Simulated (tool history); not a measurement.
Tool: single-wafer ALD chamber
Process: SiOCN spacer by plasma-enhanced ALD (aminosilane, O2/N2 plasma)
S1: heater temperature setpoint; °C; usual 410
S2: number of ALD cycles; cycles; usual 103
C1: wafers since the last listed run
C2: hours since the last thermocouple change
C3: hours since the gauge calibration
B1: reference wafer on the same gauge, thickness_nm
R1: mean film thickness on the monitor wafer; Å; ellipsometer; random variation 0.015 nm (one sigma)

run 1 day=0.000 | S1=410 S2=90 | C1=0 C2=1049.9 C3=352.9 | B1=5.040 | R1=51.92
run 2 day=2.875 | S1=410 S2=90 | C1=169 C2=1118.9 C3=421.9 | B1=5.041 | R1=51.96
run 3 day=3.929 | S1=410 S2=103 | C1=61 C2=1144.2 C3=447.2 | B1=5.040 | R1=59.17
run 4 day=4.996 | S1=400 S2=103 | C1=62 C2=1169.8 C3=472.8 | B1=5.038 | R1=61.18
run 5 day=5.571 | S1=410 S2=103 | C1=33 C2=1183.6 C3=486.6 | B1=5.042 | R1=59.34
run 6 day=6.779 | S1=410 S2=103 | C1=71 C2=1212.6 C3=515.6 | B1=5.044 | R1=59.29
run 7 day=7.704 | S1=410 S2=103 | C1=54 C2=1234.8 C3=537.8 | B1=5.039 | R1=59.35
run 8 day=8.392 | S1=415 S2=103 | C1=40 C2=1251.3 C3=554.3 | B1=5.040 | R1=58.74
run 9 day=9.829 | S1=415 S2=103 | C1=84 C2=1285.8 C3=588.8 | B1=5.039 | R1=58.57
run 10 day=11.242 | S1=415 S2=103 | C1=83 C2=1319.7 C3=622.7 | B1=5.039 | R1=58.52
run 11 day=11.833 | S1=410 S2=87 | C1=34 C2=1333.9 C3=636.9 | B1=5.043 | R1=50.06
run 12 day=12.629 | S1=410 S2=87 | C1=46 C2=1353.0 C3=656.0 | B1=5.040 | R1=50.25
run 13 day=13.592 | S1=410 S2=103 | C1=56 C2=1376.1 C3=679.1 | B1=5.039 | R1=59.43
run 14 day=14.633 | S1=410 S2=103 | C1=61 C2=1401.1 C3=704.1 | B1=5.038 | R1=59.23
run 15 day=15.400 | S1=410 S2=103 | C1=45 C2=1419.5 C3=722.5 | B1=5.042 | R1=59.21
run 16 day=16.900 | S1=410 S2=103 | C1=88 C2=1455.5 C3=758.5 | B1=5.042 | R1=59.26
run 17 day=17.971 | S1=410 S2=103 | C1=62 C2=1481.2 C3=784.2 | B1=5.042 | R1=59.26
run 18 day=18.508 | S1=410 S2=103 | C1=31 C2=1494.1 C3=797.1 | B1=5.044 | R1=59.30
-- day=19.404 thermocouple changed; heater temperature recalibrated
run 19 day=19.425 | S1=410 S2=103 | C1=34 C2=0.5 C3=819.1 | B1=5.042 | R1=60.09
run 20 day=20.579 | S1=419 S2=89 | C1=67 C2=28.2 C3=846.8 | B1=5.040 | R1=50.42
run 21 day=23.196 | S1=410 S2=103 | C1=153 C2=91.0 C3=909.6 | B1=5.038 | R1=59.99
run 22 day=24.679 | S1=402 S2=120 | C1=87 C2=126.6 C3=945.2 | B1=5.041 | R1=71.55
run 23 day=25.367 | S1=415 S2=97 | C1=40 C2=143.1 C3=961.7 | B1=5.042 | R1=55.63
run 24 day=26.608 | S1=421 S2=97 | C1=73 C2=172.9 C3=991.5 | B1=5.038 | R1=54.63
-- day=27.104 gauge calibrated
run 25 day=27.483 | S1=410 S2=103 | C1=51 C2=193.9 C3=9.1 | B1=5.039 | R1=59.93
run 26 day=28.867 | S1=396 S2=118 | C1=81 C2=227.1 C3=42.3 | B1=5.039 | R1=71.41
run 27 day=30.517 | S1=398 S2=109 | C1=97 C2=266.7 C3=81.9 | B1=5.040 | R1=65.66
run 28 day=31.204 | S1=398 S2=96 | C1=40 C2=283.2 C3=98.4 | B1=5.040 | R1=57.88
run 29 day=32.625 | S1=410 S2=88 | C1=83 C2=317.3 C3=132.5 | B1=5.038 | R1=51.13
run 30 day=33.312 | S1=410 S2=84 | C1=40 C2=333.8 C3=149.0 | B1=5.037 | R1=48.99
run 31 day=34.617 | S1=397 S2=103 | C1=76 C2=365.1 C3=180.3 | B1=5.041 | R1=61.85
run 32 day=35.538 | S1=410 S2=103 | C1=54 C2=387.2 C3=202.4 | B1=5.042 | R1=60.08
run 33 day=36.675 | S1=398 S2=109 | C1=66 C2=414.5 C3=229.7 | B1=5.042 | R1=65.51
run 34 day=38.117 | S1=414 S2=95 | C1=84 C2=449.1 C3=264.3 | B1=5.039 | R1=54.61
run 35 day=39.308 | S1=397 S2=103 | C1=70 C2=477.7 C3=292.9 | B1=5.041 | R1=61.96

5 ways to go on from here, each from the tool as it stands after run 35. What would each give?
run A day=39.333 | S1=410 S2=121 | C1=1 C2=478.3 C3=293.5 | B1=? | R1=?
run B day=39.333 | S1=399 S2=94 | C1=1 C2=478.3 C3=293.5 | B1=? | R1=?
run C day=39.333 | S1=396 S2=111 | C1=1 C2=478.3 C3=293.5 | B1=? | R1=?
run D day=39.333 | S1=405 S2=88 | C1=1 C2=478.3 C3=293.5 | B1=? | R1=?
run E day=39.333 | S1=416 S2=91 | C1=1 C2=478.3 C3=293.5 | B1=? | R1=?

run=A B1=5.041 R1=70.26
run=B B1=5.041 R1=56.31
run=C B1=5.041 R1=66.91
run=D B1=5.041 R1=51.83
run=E B1=5.041 R1=51.93
Without the tool's hidden state the same runs would have given:
run=A R1=70.75
run=B R1=56.67
run=C R1=66.91
run=D R1=52.19
run=E R1=52.30

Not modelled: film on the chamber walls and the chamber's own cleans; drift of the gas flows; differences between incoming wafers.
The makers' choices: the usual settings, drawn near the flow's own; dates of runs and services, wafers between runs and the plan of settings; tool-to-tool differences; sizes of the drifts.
